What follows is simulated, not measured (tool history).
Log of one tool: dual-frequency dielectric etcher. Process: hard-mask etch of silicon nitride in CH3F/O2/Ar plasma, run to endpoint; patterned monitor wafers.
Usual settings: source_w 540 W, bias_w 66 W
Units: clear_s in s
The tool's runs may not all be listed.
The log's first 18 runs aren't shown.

| run | hour | source_w | bias_w | incoming incoming film thickness, nm | clear_s |
|---|---|---|---|---|---|
| 19 | 1026.9 | 540 | 66 | 48.75 | 65.7 |
| 20 | 1087.9 | 540 | 66 | 48.58 | 65 |
| 21 | 1134.5 | 670 | 55 | 48.86 | 65.7 |
|  | 1159.4 | wet clean of the chamber |
| 22 | 1204.8 | 540 | 77 | 48.44 | 61.8 |
| 23 | 1230 | 460 | 54 | 48.63 | 79 |
| 24 | 1301.5 | 620 | 62 | 48.62 | 65.2 |
| 25 | 1364.1 | 420 | 73 | 49.17 | 69.5 |
| 26 | 1401.6 | 670 | 56 | 48.67 | 67 |
| 27 | 1455.9 | 640 | 66 | 48.73 | 61.4 |
| 28 | 1480.8 | 460 | 50 | 48.54 | 80.3 |
| 29 | 1529 | 540 | 54 | 48.84 | 72.9 |
| 30 | 1633.4 | 540 | 66 | 48.99 | 64.8 |
| 31 | 1659.6 | 640 | 59 | 48.3 | 64.6 |
| 32 | 1703.5 | 650 | 72 | 48.52 | 57.6 |
| 33 | 1745.7 | 670 | 66 | 48.94 | 59.9 |
|  | 1789.6 | wet clean of the chamber |
| 34 | 1790.1 | 540 | 66 | 49.38 | 67.5 |

Forecast each of these 5 alternatives for the next run:
| A | 1790.5 | 540 | 66 | 48.99 | ? |
| B | 1790.5 | 450 | 73 | 48.99 | ? |
| C | 1790.5 | 440 | 56 | 48.99 | ? |
| D | 1790.5 | 430 | 53 | 48.99 | ? |
| E | 1790.5 | 600 | 60 | 48.99 | ? |

| run | clear_s |
|---|---|
| A | 67.3 |
| B | 68.1 |
| C | 79.2 |
| D | 82.3 |
| E | 68.2 |
Without the tool's hidden state the same runs would have given:
| run | clear_s |
|---|---|
| A | 67.8 |
| B | 68.6 |
| C | 79.7 |
| D | 82.9 |
| E | 68.7 |

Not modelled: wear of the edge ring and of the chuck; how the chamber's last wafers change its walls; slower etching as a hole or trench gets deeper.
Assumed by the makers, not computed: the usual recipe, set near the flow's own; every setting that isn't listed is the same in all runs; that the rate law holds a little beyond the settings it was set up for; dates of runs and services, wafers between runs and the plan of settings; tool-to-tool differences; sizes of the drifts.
